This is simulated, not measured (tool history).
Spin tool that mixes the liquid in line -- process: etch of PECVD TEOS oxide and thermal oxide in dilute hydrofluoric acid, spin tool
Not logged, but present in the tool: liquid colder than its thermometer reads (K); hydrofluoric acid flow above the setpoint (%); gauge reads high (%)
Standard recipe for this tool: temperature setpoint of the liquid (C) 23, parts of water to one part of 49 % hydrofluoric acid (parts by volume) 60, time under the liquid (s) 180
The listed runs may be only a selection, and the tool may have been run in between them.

| run | hour | temperature setpoint of the liquid (C) | parts of water to one part of 49 % hydrofluoric acid (parts by volume) | time under the liquid (s) | wafers since the last listed run | hours since the thermometer was replaced | hours since the hydrofluoric acid flow meter was replaced | hours since the gauge calibration | read-back film thickness of the PECVD TEOS oxide reference wafer, read on the same gauge (nm) | read-back film thickness of the thermal oxide reference wafer, read on the same gauge (nm) | thickness taken off the PECVD TEOS oxide on a monitor wafer (angstrom) | thickness taken off the thermal oxide on a monitor wafer (angstrom) |
|---|---|---|---|---|---|---|---|---|---|---|---|---|
| 1 | 0 | 23 | 60 | 180 | 0 | 1644.4 | 1646.3 | 363.4 | 108.15 | 78.67 | 304.4 | 149 |
| 2 | 13 | 23 | 60 | 180 | 102 | 1657.4 | 1659.3 | 376.4 | 108.08 | 78.6 | 311.3 | 147.8 |
| 3 | 48.9 | 23 | 60 | 180 | 282 | 1693.3 | 1695.2 | 412.3 | 107.92 | 78.49 | 309.2 | 149.7 |
| 4 | 64.4 | 23 | 60 | 180 | 121 | 1708.8 | 1710.7 | 427.8 | 107.85 | 78.45 | 306.4 | 150.5 |
| 5 | 89 | 23 | 60 | 145 | 193 | 1733.4 | 1735.3 | 452.4 | 107.77 | 78.37 | 247.7 | 120.1 |
| 6 | 109.4 | 23 | 60 | 180 | 160 | 1753.8 | 1755.7 | 472.8 | 107.66 | 78.31 | 309.1 | 147.9 |
| 7 | 133.9 | 23 | 60 | 180 | 192 | 1778.3 | 1780.2 | 497.3 | 107.57 | 78.22 | 308.4 | 147.2 |
| 8 | 149.8 | 23 | 75 | 220 | 125 | 1794.2 | 1796.1 | 513.2 | 107.55 | 78.19 | 295.6 | 142.4 |
| 9 | 170.3 | 23 | 60 | 240 | 161 | 1814.7 | 1816.6 | 533.7 | 107.41 | 78.13 | 405.5 | 197.6 |
| 10 | 188 | 23 | 60 | 240 | 139 | 1832.4 | 1834.3 | 551.4 | 107.34 | 78.05 | 413.8 | 198.5 |
| 11 | 209.6 | 18 | 60 | 180 | 169 | 1854 | 1855.9 | 573 | 107.27 | 77.99 | 246.5 | 120 |
|  | 222.8 | hydrofluoric acid flow meter replaced |
| 12 | 233.1 | 20 | 70 | 105 | 176 | 1877.5 | 10.3 | 596.5 | 107.15 | 77.89 | 132.1 | 63.9 |
| 13 | 248.6 | 23 | 85 | 135 | 121 | 1893 | 25.8 | 612 | 107.03 | 77.86 | 155.4 | 74.8 |
| 14 | 267.8 | 23 | 35 | 270 | 150 | 1912.2 | 45 | 631.2 | 107 | 77.81 | 803.8 | 396.7 |
| 15 | 299.5 | 21 | 85 | 270 | 249 | 1943.9 | 76.7 | 662.9 | 106.82 | 77.7 | 285.8 | 138 |
|  | 313.9 | gauge calibrated |
| 16 | 326.1 | 23 | 75 | 180 | 209 | 1970.5 | 103.3 | 12.2 | 109.72 | 79.82 | 245.4 | 118.8 |
| 17 | 349 | 23 | 40 | 255 | 180 | 1993.4 | 126.2 | 35.1 | 109.61 | 79.72 | 685.8 | 332.2 |
| 18 | 383.6 | 23 | 70 | 265 | 272 | 2028 | 160.8 | 69.7 | 109.46 | 79.62 | 389.4 | 189.4 |
| 19 | 395.8 | 25 | 85 | 120 | 95 | 2040.2 | 173 | 81.9 | 109.42 | 79.6 | 155.7 | 74.3 |
|  | 418.1 | thermometer replaced |
| 20 | 429.2 | 23 | 35 | 150 | 254 | 11.1 | 206.4 | 115.3 | 109.28 | 79.46 | 456 | 223.8 |
| 21 | 449 | 23 | 60 | 180 | 155 | 30.9 | 226.2 | 135.1 | 109.17 | 79.43 | 311.8 | 149.1 |
| 22 | 469.4 | 26.5 | 50 | 180 | 160 | 51.3 | 246.6 | 155.5 | 109.11 | 79.36 | 434.3 | 214.6 |
| 23 | 483 | 23 | 60 | 180 | 106 | 64.9 | 260.2 | 169.1 | 109.02 | 79.3 | 313.7 | 148.2 |
| 24 | 511.3 | 20 | 60 | 125 | 222 | 93.2 | 288.5 | 197.4 | 108.93 | 79.24 | 190.8 | 91.4 |
| 25 | 590.7 | 27.5 | 60 | 180 | 624 | 172.6 | 367.9 | 276.8 | 108.59 | 78.95 | 367.6 | 180.4 |

Run 26, settings as shown, results not yet in. Your forecast:
| 26 | 603.6 | 23 | 60 | 240 | 101 | 185.5 | 380.8 | 289.7 | ? | ? | ? | ? |

{"run 26": {"read-back film thickness of the PECVD TEOS oxide reference wafer, read on the same gauge (nm)": 108.52, "read-back film thickness of the thermal oxide reference wafer, read on the same gauge (nm)": 78.91, "thickness taken off the PECVD TEOS oxide on a monitor wafer (angstrom)": 413.4, "thickness taken off the thermal oxide on a monitor wafer (angstrom)": 199.4}}
With no hidden state in the tool, this same run would have given thickness taken off the PECVD TEOS oxide on a monitor wafer (angstrom) 419, thickness taken off the thermal oxide on a monitor wafer (angstrom) 202.2.

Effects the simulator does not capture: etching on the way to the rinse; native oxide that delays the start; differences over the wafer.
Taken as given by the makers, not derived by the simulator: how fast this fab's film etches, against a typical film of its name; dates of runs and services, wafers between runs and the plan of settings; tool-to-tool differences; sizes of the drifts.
